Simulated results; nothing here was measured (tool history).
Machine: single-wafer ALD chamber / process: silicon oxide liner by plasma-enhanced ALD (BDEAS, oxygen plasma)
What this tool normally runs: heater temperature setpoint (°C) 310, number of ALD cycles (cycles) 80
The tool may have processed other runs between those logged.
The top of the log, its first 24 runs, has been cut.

| run | hour | heater temperature setpoint (°C) | number of ALD cycles (cycles) | read-back reference wafer on the same gauge, thickness_nm | mean film thickness on the monitor wafer (nm) |
|---|---|---|---|---|---|
| 25 | 1036.3 | 310 | 80 | 7.983 | 7.401 |
| 26 | 1094.8 | 310 | 80 | 7.979 | 7.387 |
| 27 | 1155.9 | 310 | 89 | 7.971 | 8.188 |
| 28 | 1225.7 | 324 | 88 | 7.972 | 7.984 |
| 29 | 1292.5 | 310 | 68 | 7.978 | 6.274 |
| 30 | 1325.8 | 310 | 80 | 7.981 | 7.361 |
| 31 | 1376.1 | 302 | 90 | 7.977 | 8.377 |
| 32 | 1435.4 | 304 | 84 | 7.978 | 7.79 |
| 33 | 1467.5 | 299 | 85 | 7.985 | 7.949 |
|  | 1492.9 | thermocouple changed; heater temperature recalibrated |
| 34 | 1532 | 320 | 94 | 7.981 | 8.603 |
| 35 | 1595 | 305 | 90 | 7.978 | 8.313 |
| 36 | 1722 | 310 | 80 | 7.98 | 7.393 |
| 37 | 1777.3 | 310 | 87 | 7.977 | 8.002 |
| 38 | 1845.8 | 296 | 75 | 7.983 | 7.098 |
| 39 | 1916.4 | 323 | 95 | 7.981 | 8.634 |

Branching from run 39: 5 alternative next runs. What would each branch give?
| A | 1916.9 | 315 | 80 | ? | ? |
| B | 1916.9 | 299 | 67 | ? | ? |
| C | 1916.9 | 322 | 94 | ? | ? |
| D | 1916.9 | 314 | 93 | ? | ? |
| E | 1916.9 | 323 | 67 | ? | ? |

| run | read-back reference wafer on the same gauge, thickness_nm | mean film thickness on the monitor wafer (nm) |
|---|---|---|
| A | 7.981 | 7.339 |
| B | 7.981 | 6.27 |
| C | 7.981 | 8.547 |
| D | 7.981 | 8.542 |
| E | 7.981 | 6.084 |
Stripped of hidden state, with their random variation kept, the same runs would have yielded:
| run | mean film thickness on the monitor wafer (nm) |
|---|---|
| A | 7.339 |
| B | 6.27 |
| C | 8.547 |
| D | 8.542 |
| E | 6.084 |
